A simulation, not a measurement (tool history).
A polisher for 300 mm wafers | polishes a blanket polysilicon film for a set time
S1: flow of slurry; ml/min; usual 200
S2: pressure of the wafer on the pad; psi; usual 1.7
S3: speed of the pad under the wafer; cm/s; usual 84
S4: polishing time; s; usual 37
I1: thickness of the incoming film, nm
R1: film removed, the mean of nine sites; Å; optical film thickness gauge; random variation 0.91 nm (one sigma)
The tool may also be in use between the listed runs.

{"run": 1, "day": 0.0, "S1": 200, "S2": 1.7, "S3": 84, "S4": 37, "I1": 2331.4, "R1": 1309}
{"run": 2, "day": 0.358, "S1": 200, "S2": 1.7, "S3": 84, "S4": 37, "I1": 2354.5, "R1": 1298}
{"run": 3, "day": 1.571, "S1": 200, "S2": 1.7, "S3": 84, "S4": 37, "I1": 2334.0, "R1": 1261}
{"run": 4, "day": 1.933, "S1": 200, "S2": 1.7, "S3": 84, "S4": 37, "I1": 2385.1, "R1": 1243}
{"run": 5, "day": 2.338, "S1": 150, "S2": 1.7, "S3": 84, "S4": 37, "I1": 2337.9, "R1": 1184}
{"run": 6, "day": 2.604, "S1": 200, "S2": 1.7, "S3": 84, "S4": 37, "I1": 2345.7, "R1": 1238}
{"run": 7, "day": 3.308, "S1": 200, "S2": 1.4, "S3": 84, "S4": 37, "I1": 2351.8, "R1": 1019}
{"day": 3.533, "done": "worn pad replaced by a new one"}
{"run": 8, "day": 3.662, "S1": 200, "S2": 1.4, "S3": 84, "S4": 37, "I1": 2386.0, "R1": 1111}
{"run": 9, "day": 4.1, "S1": 200, "S2": 1.7, "S3": 84, "S4": 37, "I1": 2330.3, "R1": 1308}
{"run": 10, "day": 4.433, "S1": 200, "S2": 1.7, "S3": 84, "S4": 37, "I1": 2309.9, "R1": 1281}
{"run": 11, "day": 4.875, "S1": 175, "S2": 1.7, "S3": 84, "S4": 37, "I1": 2323.3, "R1": 1236}
{"run": 12, "day": 5.354, "S1": 175, "S2": 1.7, "S3": 84, "S4": 37, "I1": 2391.3, "R1": 1231}
{"run": 13, "day": 5.904, "S1": 200, "S2": 1.7, "S3": 84, "S4": 37, "I1": 2361.7, "R1": 1243}
{"run": 14, "day": 6.317, "S1": 200, "S2": 1.7, "S3": 84, "S4": 37, "I1": 2361.3, "R1": 1239}
{"day": 7.35, "done": "worn pad replaced by a new one"}
{"run": 15, "day": 7.725, "S1": 200, "S2": 1.7, "S3": 84, "S4": 37, "I1": 2345.9, "R1": 1310}
{"run": 16, "day": 8.571, "S1": 200, "S2": 1.7, "S3": 84, "S4": 37, "I1": 2320.6, "R1": 1264}
{"run": 17, "day": 9.204, "S1": 200, "S2": 1.7, "S3": 84, "S4": 37, "I1": 2339.3, "R1": 1238}
{"run": 18, "day": 9.746, "S1": 200, "S2": 1.7, "S3": 84, "S4": 37, "I1": 2367.7, "R1": 1228}
{"run": 19, "day": 10.429, "S1": 200, "S2": 1.7, "S3": 66, "S4": 37, "I1": 2384.9, "R1": 955}
{"day": 10.483, "done": "slurry nozzle cleaned"}
{"run": 20, "day": 10.812, "S1": 200, "S2": 1.7, "S3": 84, "S4": 32, "I1": 2382.2, "R1": 1044}
{"run": 21, "day": 11.146, "S1": 200, "S2": 1.7, "S3": 84, "S4": 37, "I1": 2385.7, "R1": 1212}
{"run": 22, "day": 11.721, "S1": 200, "S2": 1.7, "S3": 74, "S4": 27, "I1": 2318.7, "R1": 773}
{"day": 12.075, "done": "worn pad replaced by a new one"}
{"run": 23, "day": 12.229, "S1": 220, "S2": 1.7, "S3": 112, "S4": 25, "I1": 2319.2, "R1": 1224}
{"day": 12.325, "done": "head pressure recalibrated"}
{"run": 24, "day": 12.546, "S1": 150, "S2": 2.3, "S3": 64, "S4": 29, "I1": 2345.9, "R1": 1017}
{"run": 25, "day": 12.875, "S1": 200, "S2": 1.7, "S3": 102, "S4": 27, "I1": 2318.8, "R1": 1148}

The next listed run, before its measurement:
{"run": 26, "day": 13.492, "S1": 200, "S2": 1.2, "S3": 58, "S4": 29, "I1": 2334.8, "R1": "?"}

{"run 26": {"R1": 493}}
Without the tool's hidden state the same run would have given R1 524 Å.
